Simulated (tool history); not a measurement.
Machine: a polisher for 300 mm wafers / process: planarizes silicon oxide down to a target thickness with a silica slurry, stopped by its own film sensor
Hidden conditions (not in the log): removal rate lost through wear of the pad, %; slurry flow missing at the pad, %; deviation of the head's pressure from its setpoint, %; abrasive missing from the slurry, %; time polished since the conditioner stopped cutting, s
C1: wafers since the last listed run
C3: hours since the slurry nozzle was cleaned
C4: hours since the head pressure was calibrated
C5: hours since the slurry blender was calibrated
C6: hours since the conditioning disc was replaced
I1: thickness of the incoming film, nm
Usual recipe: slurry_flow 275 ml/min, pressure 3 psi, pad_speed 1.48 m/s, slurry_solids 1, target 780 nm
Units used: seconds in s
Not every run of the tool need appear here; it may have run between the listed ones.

{"run": 1, "hour": 0.0, "slurry_flow": 275, "pressure": 3, "pad_speed": 1.48, "slurry_solids": 1, "target": 780, "C1": 0, "wafers polished on this pad": 3258, "C3": 532.1, "C4": 1179.5, "C5": 232, "C6": 125.6, "I1": 1181.9, "seconds": 155.8}
{"hour": 77.2, "done": "worn pad replaced by a new one"}
{"hour": 90.6, "done": "head pressure recalibrated"}
{"run": 2, "hour": 181.9, "slurry_flow": 275, "pressure": 3, "pad_speed": 1.48, "slurry_solids": 1, "target": 780, "C1": 1658, "wafers polished on this pad": 968, "C3": 714, "C4": 91.3, "C5": 413.9, "C6": 307.5, "I1": 1186.6, "seconds": 171.8}
{"hour": 194.1, "done": "slurry blender recalibrated"}
{"run": 3, "hour": 248.9, "slurry_flow": 275, "pressure": 3, "pad_speed": 1.86, "slurry_solids": 1, "target": 780, "C1": 612, "wafers polished on this pad": 1581, "C3": 781, "C4": 158.3, "C5": 54.8, "C6": 374.5, "I1": 1204.5, "seconds": 155.5}
{"run": 4, "hour": 312.2, "slurry_flow": 275, "pressure": 3, "pad_speed": 1.48, "slurry_solids": 1, "target": 780, "C1": 596, "wafers polished on this pad": 2178, "C3": 844.3, "C4": 221.6, "C5": 118.1, "C6": 437.8, "I1": 1201.8, "seconds": 173.9}
{"hour": 316.0, "done": "slurry nozzle cleaned"}
{"hour": 341.0, "done": "conditioning disc replaced and pad reconditioned"}
{"run": 5, "hour": 373.9, "slurry_flow": 275, "pressure": 3, "pad_speed": 1.48, "slurry_solids": 1, "target": 780, "C1": 553, "wafers polished on this pad": 2731, "C3": 57.9, "C4": 283.3, "C5": 179.8, "C6": 32.9, "I1": 1194.9, "seconds": 183.7}
{"hour": 395.7, "done": "worn pad replaced by a new one, repeated, since the last time left the tool worse"}
{"run": 6, "hour": 432.7, "slurry_flow": 275, "pressure": 3, "pad_speed": 1.48, "slurry_solids": 1, "target": 780, "C1": 516, "wafers polished on this pad": 349, "C3": 116.7, "C4": 342.1, "C5": 238.6, "C6": 91.7, "I1": 1214.6, "seconds": 158}
{"run": 7, "hour": 485.0, "slurry_flow": 275, "pressure": 3, "pad_speed": 1.48, "slurry_solids": 1, "target": 892, "C1": 493, "wafers polished on this pad": 842, "C3": 169, "C4": 394.4, "C5": 290.9, "C6": 144, "I1": 1200.2, "seconds": 113.4}
{"run": 8, "hour": 529.6, "slurry_flow": 355, "pressure": 3, "pad_speed": 1.48, "slurry_solids": 1, "target": 780, "C1": 420, "wafers polished on this pad": 1262, "C3": 213.6, "C4": 439, "C5": 335.5, "C6": 188.6, "I1": 1184, "seconds": 141.6}
{"hour": 547.6, "done": "slurry blender recalibrated"}
{"run": 9, "hour": 562.3, "slurry_flow": 275, "pressure": 3, "pad_speed": 1.48, "slurry_solids": 1, "target": 780, "C1": 289, "wafers polished on this pad": 1552, "C3": 246.3, "C4": 471.7, "C5": 14.7, "C6": 221.3, "I1": 1204.2, "seconds": 152.3}
{"run": 10, "hour": 603.4, "slurry_flow": 185, "pressure": 3, "pad_speed": 0.98, "slurry_solids": 1, "target": 885, "C1": 387, "wafers polished on this pad": 1939, "C3": 287.4, "C4": 512.8, "C5": 55.8, "C6": 262.4, "I1": 1200.3, "seconds": 148.8}
{"run": 11, "hour": 655.0, "slurry_flow": 220, "pressure": 3, "pad_speed": 1.88, "slurry_solids": 1.25, "target": 780, "C1": 486, "wafers polished on this pad": 2426, "C3": 339, "C4": 564.4, "C5": 107.4, "C6": 314, "I1": 1191.9, "seconds": 116}
{"run": 12, "hour": 691.1, "slurry_flow": 275, "pressure": 3, "pad_speed": 1.48, "slurry_solids": 1.25, "target": 780, "C1": 340, "wafers polished on this pad": 2766, "C3": 375.1, "C4": 600.5, "C5": 143.5, "C6": 350.1, "I1": 1192.4, "seconds": 137.5}
{"run": 13, "hour": 757.7, "slurry_flow": 275, "pressure": 3, "pad_speed": 1.48, "slurry_solids": 1, "target": 780, "C1": 627, "wafers polished on this pad": 3394, "C3": 441.7, "C4": 667.1, "C5": 210.1, "C6": 416.7, "I1": 1198.7, "seconds": 156.7}
{"hour": 765.5, "done": "conditioning disc replaced and pad reconditioned"}
{"run": 14, "hour": 820.5, "slurry_flow": 275, "pressure": 3, "pad_speed": 1.48, "slurry_solids": 1, "target": 780, "C1": 573, "wafers polished on this pad": 3967, "C3": 504.5, "C4": 729.9, "C5": 272.9, "C6": 55, "I1": 1214.5, "seconds": 164.6}
{"hour": 825.2, "done": "worn pad replaced by a new one"}
{"run": 15, "hour": 855.3, "slurry_flow": 275, "pressure": 2, "pad_speed": 1.78, "slurry_solids": 1, "target": 858, "C1": 290, "wafers polished on this pad": 283, "C3": 539.3, "C4": 764.7, "C5": 307.7, "C6": 89.8, "I1": 1203.3, "seconds": 165.7}
{"run": 16, "hour": 927.3, "slurry_flow": 275, "pressure": 3, "pad_speed": 1.48, "slurry_solids": 1, "target": 780, "C1": 678, "wafers polished on this pad": 962, "C3": 611.3, "C4": 836.7, "C5": 379.7, "C6": 161.8, "I1": 1190.7, "seconds": 148.9}
{"hour": 944.6, "done": "slurry blender recalibrated"}
{"run": 17, "hour": 976.4, "slurry_flow": 250, "pressure": 2.3, "pad_speed": 1.48, "slurry_solids": 0.85, "target": 780, "C1": 444, "wafers polished on this pad": 1406, "C3": 660.4, "C4": 885.8, "C5": 31.8, "C6": 210.9, "I1": 1189.7, "seconds": 215.2}
{"run": 18, "hour": 1018.4, "slurry_flow": 275, "pressure": 3, "pad_speed": 1.48, "slurry_solids": 1, "target": 719, "C1": 395, "wafers polished on this pad": 1802, "C3": 702.4, "C4": 927.8, "C5": 73.8, "C6": 252.9, "I1": 1190.2, "seconds": 166.1}
{"run": 19, "hour": 1067.8, "slurry_flow": 275, "pressure": 2.2, "pad_speed": 1.48, "slurry_solids": 1, "target": 702, "C1": 465, "wafers polished on this pad": 2268, "C3": 751.8, "C4": 977.2, "C5": 123.2, "C6": 302.3, "I1": 1225.7, "seconds": 265.5}
{"hour": 1133.1, "done": "conditioning disc replaced and pad reconditioned"}
{"hour": 1140.6, "done": "head pressure recalibrated"}
{"hour": 1182.3, "done": "slurry nozzle cleaned"}
{"hour": 1211.2, "done": "worn pad replaced by a new one"}
{"run": 20, "hour": 1244.5, "slurry_flow": 275, "pressure": 3, "pad_speed": 1.48, "slurry_solids": 1, "target": 780, "C1": 1581, "wafers polished on this pad": 314, "C3": 62.2, "C4": 103.9, "C5": 299.9, "C6": 111.4, "I1": 1214.1, "seconds": 151.6}
{"run": 21, "hour": 1269.2, "slurry_flow": 275, "pressure": 3, "pad_speed": 1.86, "slurry_solids": 1.1, "target": 780, "C1": 232, "wafers polished on this pad": 546, "C3": 86.9, "C4": 128.6, "C5": 324.6, "C6": 136.1, "I1": 1197.9, "seconds": 118.9}
{"hour": 1281.3, "done": "slurry blender recalibrated"}
{"run": 22, "hour": 1323.1, "slurry_flow": 195, "pressure": 3, "pad_speed": 1.08, "slurry_solids": 1, "target": 780, "C1": 489, "wafers polished on this pad": 1036, "C3": 140.8, "C4": 182.5, "C5": 41.8, "C6": 190, "I1": 1208.8, "seconds": 199.1}
{"run": 23, "hour": 1364.0, "slurry_flow": 355, "pressure": 3.5, "pad_speed": 1.48, "slurry_solids": 0.75, "target": 925, "C1": 385, "wafers polished on this pad": 1421, "C3": 181.7, "C4": 223.4, "C5": 82.7, "C6": 230.9, "I1": 1196.9, "seconds": 100.9}
{"run": 24, "hour": 1403.1, "slurry_flow": 275, "pressure": 3, "pad_speed": 1.48, "slurry_solids": 1, "target": 780, "C1": 368, "wafers polished on this pad": 1790, "C3": 220.8, "C4": 262.5, "C5": 121.8, "C6": 270, "I1": 1204.5, "seconds": 151.8}

Some steps in seconds, run to run, broken into two amounts with sign: the step expected even without the hidden condition (settings, incoming material, random variation), and the rest, left for the hidden condition together with whatever gauge scatter is not in both the measured and the hidden-condition-free result:
Run 5 -> 6: worn pad replaced by a new one, repeated, since the last time left the tool worse. seconds -25.7 s: hidden state -31.5, all else +5.8.
Run 14 -> 15: pressure 3 -> 2, pad_speed 1.48 -> 1.78, target 780 -> 858, worn pad replaced by a new one. seconds +1.1 s: hidden state -14.7, all else +15.8.
Run 18 -> 19: pressure 3 -> 2.2, target 719 -> 702. seconds +99.4 s: hidden state +5.1, all else +94.3.
Run 19 -> 20: pressure 2.2 -> 3, target 702 -> 780, conditioning disc replaced and pad reconditioned, head pressure recalibrated, slurry nozzle cleaned, worn pad replaced by a new one. seconds -113.9 s: hidden state -6.7, all else -107.2.

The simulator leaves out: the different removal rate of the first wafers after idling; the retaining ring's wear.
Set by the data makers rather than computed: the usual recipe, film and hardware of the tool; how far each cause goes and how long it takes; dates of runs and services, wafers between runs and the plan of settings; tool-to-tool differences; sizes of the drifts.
